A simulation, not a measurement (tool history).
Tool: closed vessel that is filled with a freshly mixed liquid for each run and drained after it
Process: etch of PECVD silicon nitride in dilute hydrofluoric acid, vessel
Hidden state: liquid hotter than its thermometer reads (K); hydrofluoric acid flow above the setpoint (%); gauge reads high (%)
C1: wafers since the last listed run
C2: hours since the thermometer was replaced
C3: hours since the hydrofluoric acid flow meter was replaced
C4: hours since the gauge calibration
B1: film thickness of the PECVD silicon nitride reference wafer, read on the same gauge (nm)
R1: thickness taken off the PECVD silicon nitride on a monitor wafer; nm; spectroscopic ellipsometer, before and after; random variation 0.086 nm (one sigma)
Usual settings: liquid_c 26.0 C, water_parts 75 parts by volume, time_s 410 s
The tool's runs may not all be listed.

{"run": 1, "hour": 0.0, "liquid_c": 26.0, "water_parts": 75, "time_s": 410, "C1": 0, "C2": 2016.8, "C3": 1984.8, "C4": 247.4, "B1": 109.98, "R1": 12.43}
{"run": 2, "hour": 12.2, "liquid_c": 26.0, "water_parts": 75, "time_s": 410, "C1": 947, "C2": 2029.0, "C3": 1997.0, "C4": 259.6, "B1": 109.99, "R1": 12.5}
{"run": 3, "hour": 34.0, "liquid_c": 26.0, "water_parts": 75, "time_s": 410, "C1": 1692, "C2": 2050.8, "C3": 2018.8, "C4": 281.4, "B1": 109.98, "R1": 12.49}
{"run": 4, "hour": 64.7, "liquid_c": 26.0, "water_parts": 75, "time_s": 410, "C1": 2383, "C2": 2081.5, "C3": 2049.5, "C4": 312.1, "B1": 109.97, "R1": 12.58}
{"run": 5, "hour": 108.3, "liquid_c": 22.0, "water_parts": 75, "time_s": 410, "C1": 3385, "C2": 2125.1, "C3": 2093.1, "C4": 355.7, "B1": 109.98, "R1": 9.8}
{"run": 6, "hour": 123.8, "liquid_c": 22.0, "water_parts": 75, "time_s": 410, "C1": 1203, "C2": 2140.6, "C3": 2108.6, "C4": 371.2, "B1": 109.99, "R1": 9.65}
{"run": 7, "hour": 192.3, "liquid_c": 26.0, "water_parts": 75, "time_s": 410, "C1": 5318, "C2": 2209.1, "C3": 2177.1, "C4": 439.7, "B1": 109.99, "R1": 12.63}
{"run": 8, "hour": 215.5, "liquid_c": 26.0, "water_parts": 75, "time_s": 410, "C1": 1801, "C2": 2232.3, "C3": 2200.3, "C4": 462.9, "B1": 110.01, "R1": 12.72}
{"run": 9, "hour": 239.8, "liquid_c": 26.0, "water_parts": 75, "time_s": 410, "C1": 1886, "C2": 2256.6, "C3": 2224.6, "C4": 487.2, "B1": 110.02, "R1": 12.68}
{"run": 10, "hour": 271.9, "liquid_c": 26.0, "water_parts": 75, "time_s": 410, "C1": 2492, "C2": 2288.7, "C3": 2256.7, "C4": 519.3, "B1": 110.03, "R1": 12.63}
{"run": 11, "hour": 297.9, "liquid_c": 26.0, "water_parts": 75, "time_s": 410, "C1": 2018, "C2": 2314.7, "C3": 2282.7, "C4": 545.3, "B1": 110.02, "R1": 12.63}
{"hour": 326.6, "done": "hydrofluoric acid flow meter replaced"}
{"run": 12, "hour": 328.5, "liquid_c": 26.0, "water_parts": 75, "time_s": 520, "C1": 2298, "C2": 2345.3, "C3": 1.9, "C4": 575.9, "B1": 109.99, "R1": 14.16}
{"hour": 344.2, "done": "gauge calibrated"}
{"run": 13, "hour": 352.9, "liquid_c": 26.0, "water_parts": 75, "time_s": 550, "C1": 1894, "C2": 2369.7, "C3": 26.3, "C4": 8.7, "B1": 109.97, "R1": 15.1}
{"run": 14, "hour": 377.0, "liquid_c": 22.0, "water_parts": 65, "time_s": 410, "C1": 1871, "C2": 2393.8, "C3": 50.4, "C4": 32.8, "B1": 110.0, "R1": 9.97}
{"run": 15, "hour": 391.3, "liquid_c": 24.5, "water_parts": 75, "time_s": 410, "C1": 1110, "C2": 2408.1, "C3": 64.7, "C4": 47.1, "B1": 110.01, "R1": 10.25}
{"run": 16, "hour": 415.4, "liquid_c": 21.0, "water_parts": 75, "time_s": 510, "C1": 1871, "C2": 2432.2, "C3": 88.8, "C4": 71.2, "B1": 109.98, "R1": 9.98}
{"run": 17, "hour": 445.6, "liquid_c": 26.0, "water_parts": 75, "time_s": 410, "C1": 2344, "C2": 2462.4, "C3": 119.0, "C4": 101.4, "B1": 110.02, "R1": 11.32}
{"hour": 470.5, "done": "thermometer replaced"}
{"run": 18, "hour": 471.0, "liquid_c": 26.0, "water_parts": 75, "time_s": 175, "C1": 1894, "C2": 0.5, "C3": 144.4, "C4": 126.8, "B1": 109.98, "R1": 4.8}
{"run": 19, "hour": 490.3, "liquid_c": 26.0, "water_parts": 75, "time_s": 410, "C1": 1498, "C2": 19.8, "C3": 163.7, "C4": 146.1, "B1": 110.0, "R1": 11.33}
{"run": 20, "hour": 515.1, "liquid_c": 26.0, "water_parts": 75, "time_s": 410, "C1": 1925, "C2": 44.6, "C3": 188.5, "C4": 170.9, "B1": 109.98, "R1": 11.37}
{"run": 21, "hour": 544.4, "liquid_c": 29.0, "water_parts": 85, "time_s": 410, "C1": 2274, "C2": 73.9, "C3": 217.8, "C4": 200.2, "B1": 109.99, "R1": 12.08}
{"run": 22, "hour": 576.0, "liquid_c": 29.0, "water_parts": 50, "time_s": 410, "C1": 2453, "C2": 105.5, "C3": 249.4, "C4": 231.8, "B1": 109.94, "R1": 20.64}
{"run": 23, "hour": 610.5, "liquid_c": 26.0, "water_parts": 75, "time_s": 410, "C1": 2678, "C2": 140.0, "C3": 283.9, "C4": 266.3, "B1": 110.03, "R1": 11.35}

What the log doesn't show, run by run:
liquid hotter than its thermometer reads (K): 0 in every run
gauge reads high (%): 0 in every run
H1: hydrofluoric acid flow above the setpoint (%)
run=1 H1=12.5
run=2 H1=12.5
run=3 H1=12.7
run=4 H1=12.8
run=5 H1=13.1
run=6 H1=13.2
run=7 H1=13.6
run=8 H1=13.7
run=9 H1=13.9
run=10 H1=14.1
run=11 H1=14.2
run=12 H1=0.366
run=13 H1=0.512
run=14 H1=0.655
run=15 H1=0.741
run=16 H1=0.884
run=17 H1=1.06
run=18 H1=1.22
run=19 H1=1.33
run=20 H1=1.48
run=21 H1=1.65
run=22 H1=1.84
run=23 H1=2.05
